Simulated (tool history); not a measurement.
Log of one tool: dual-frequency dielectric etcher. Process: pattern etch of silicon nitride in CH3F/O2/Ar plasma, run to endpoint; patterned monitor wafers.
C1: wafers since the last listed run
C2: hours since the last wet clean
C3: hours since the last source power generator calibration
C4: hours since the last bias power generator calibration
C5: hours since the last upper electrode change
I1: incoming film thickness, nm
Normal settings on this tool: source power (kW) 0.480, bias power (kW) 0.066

{"run": 1, "hour": 0.0, "source power (kW)": 0.48, "bias power (kW)": 0.066, "C1": 0, "C2": 108.2, "C3": 3346.8, "C4": 2453.2, "C5": 3401.4, "I1": 26.23, "endpoint time (s)": 36.6}
{"run": 2, "hour": 68.3, "source power (kW)": 0.56, "bias power (kW)": 0.076, "C1": 894, "C2": 176.5, "C3": 3415.1, "C4": 2521.5, "C5": 3469.7, "I1": 25.95, "endpoint time (s)": 32.4}
{"run": 3, "hour": 121.0, "source power (kW)": 0.56, "bias power (kW)": 0.076, "C1": 690, "C2": 229.2, "C3": 3467.8, "C4": 2574.2, "C5": 3522.4, "I1": 26.16, "endpoint time (s)": 32.6}
{"run": 4, "hour": 164.0, "source power (kW)": 0.44, "bias power (kW)": 0.066, "C1": 563, "C2": 272.2, "C3": 3510.8, "C4": 2617.2, "C5": 3565.4, "I1": 26.18, "endpoint time (s)": 38.1}
{"run": 5, "hour": 258.6, "source power (kW)": 0.56, "bias power (kW)": 0.078, "C1": 1238, "C2": 366.8, "C3": 3605.4, "C4": 2711.8, "C5": 3660.0, "I1": 26.04, "endpoint time (s)": 32.5}
{"run": 6, "hour": 332.0, "source power (kW)": 0.56, "bias power (kW)": 0.078, "C1": 961, "C2": 440.2, "C3": 3678.8, "C4": 2785.2, "C5": 3733.4, "I1": 26.36, "endpoint time (s)": 32.6}
{"run": 7, "hour": 381.4, "source power (kW)": 0.56, "bias power (kW)": 0.078, "C1": 646, "C2": 489.6, "C3": 3728.2, "C4": 2834.6, "C5": 3782.8, "I1": 26.09, "endpoint time (s)": 32.2}
{"run": 8, "hour": 443.8, "source power (kW)": 0.4, "bias power (kW)": 0.066, "C1": 817, "C2": 552.0, "C3": 3790.6, "C4": 2897.0, "C5": 3845.2, "I1": 26.07, "endpoint time (s)": 39.5}
{"hour": 506.0, "done": "bias power generator calibrated"}
{"run": 9, "hour": 527.8, "source power (kW)": 0.41, "bias power (kW)": 0.061, "C1": 1047, "C2": 636.0, "C3": 3874.6, "C4": 21.8, "C5": 3929.2, "I1": 26.08, "endpoint time (s)": 40.1}
{"hour": 654.1, "done": "wet clean of the chamber"}
{"run": 10, "hour": 654.6, "source power (kW)": 0.39, "bias power (kW)": 0.066, "C1": 1346, "C2": 0.5, "C3": 4001.4, "C4": 148.6, "C5": 4056.0, "I1": 25.75, "endpoint time (s)": 39.7}
{"run": 11, "hour": 689.0, "source power (kW)": 0.39, "bias power (kW)": 0.066, "C1": 450, "C2": 34.9, "C3": 4035.8, "C4": 183.0, "C5": 4090.4, "I1": 25.94, "endpoint time (s)": 40.0}
{"run": 12, "hour": 784.8, "source power (kW)": 0.39, "bias power (kW)": 0.066, "C1": 1254, "C2": 130.7, "C3": 4131.6, "C4": 278.8, "C5": 4186.2, "I1": 26.14, "endpoint time (s)": 40.3}
{"run": 13, "hour": 827.5, "source power (kW)": 0.44, "bias power (kW)": 0.062, "C1": 559, "C2": 173.4, "C3": 4174.3, "C4": 321.5, "C5": 4228.9, "I1": 25.84, "endpoint time (s)": 38.0}
{"run": 14, "hour": 869.8, "source power (kW)": 0.48, "bias power (kW)": 0.066, "C1": 553, "C2": 215.7, "C3": 4216.6, "C4": 363.8, "C5": 4271.2, "I1": 26.1, "endpoint time (s)": 36.3}
{"run": 15, "hour": 928.5, "source power (kW)": 0.39, "bias power (kW)": 0.061, "C1": 768, "C2": 274.4, "C3": 4275.3, "C4": 422.5, "C5": 4329.9, "I1": 26.31, "endpoint time (s)": 41.3}
{"run": 16, "hour": 977.6, "source power (kW)": 0.48, "bias power (kW)": 0.066, "C1": 642, "C2": 323.5, "C3": 4324.4, "C4": 471.6, "C5": 4379.0, "I1": 26.26, "endpoint time (s)": 36.7}
{"hour": 1008.0, "done": "upper electrode replaced"}
{"run": 17, "hour": 1026.3, "source power (kW)": 0.48, "bias power (kW)": 0.066, "C1": 323, "C2": 372.2, "C3": 4373.1, "C4": 520.3, "C5": 18.3, "I1": 25.88, "endpoint time (s)": 36.0}
{"run": 18, "hour": 1072.8, "source power (kW)": 0.52, "bias power (kW)": 0.05, "C1": 608, "C2": 418.7, "C3": 4419.6, "C4": 566.8, "C5": 64.8, "I1": 26.07, "endpoint time (s)": 37.2}
{"run": 19, "hour": 1110.6, "source power (kW)": 0.6, "bias power (kW)": 0.066, "C1": 494, "C2": 456.5, "C3": 4457.4, "C4": 604.6, "C5": 102.6, "I1": 26.01, "endpoint time (s)": 32.7}
{"run": 20, "hour": 1179.6, "source power (kW)": 0.59, "bias power (kW)": 0.078, "C1": 903, "C2": 525.5, "C3": 4526.4, "C4": 673.6, "C5": 171.6, "I1": 26.26, "endpoint time (s)": 31.6}
{"run": 21, "hour": 1249.9, "source power (kW)": 0.42, "bias power (kW)": 0.066, "C1": 920, "C2": 595.8, "C3": 4596.7, "C4": 743.9, "C5": 241.9, "I1": 26.17, "endpoint time (s)": 38.9}
{"hour": 1273.6, "done": "source power generator calibrated"}
{"run": 22, "hour": 1296.7, "source power (kW)": 0.38, "bias power (kW)": 0.061, "C1": 560, "C2": 642.6, "C3": 23.1, "C4": 790.7, "C5": 288.7, "I1": 26.32, "endpoint time (s)": 43.0}
{"hour": 1369.0, "done": "wet clean of the chamber"}
{"run": 23, "hour": 1369.5, "source power (kW)": 0.48, "bias power (kW)": 0.066, "C1": 639, "C2": 0.5, "C3": 95.9, "C4": 863.5, "C5": 361.5, "I1": 25.89, "endpoint time (s)": 37.2}
{"run": 24, "hour": 1423.7, "source power (kW)": 0.56, "bias power (kW)": 0.073, "C1": 709, "C2": 54.7, "C3": 150.1, "C4": 917.7, "C5": 415.7, "I1": 25.95, "endpoint time (s)": 33.4}

Run 25 has not been measured yet. What should we expect?
{"run": 25, "hour": 1469.5, "source power (kW)": 0.4, "bias power (kW)": 0.051, "C1": 599, "C2": 100.5, "C3": 195.9, "C4": 963.5, "C5": 461.5, "I1": 26.08, "endpoint time (s)": "?"}

For run 25 the tool returned endpoint time (s) 43.6.
Minus the tool's unlogged condition, the same run would have read endpoint time (s) 43.6.
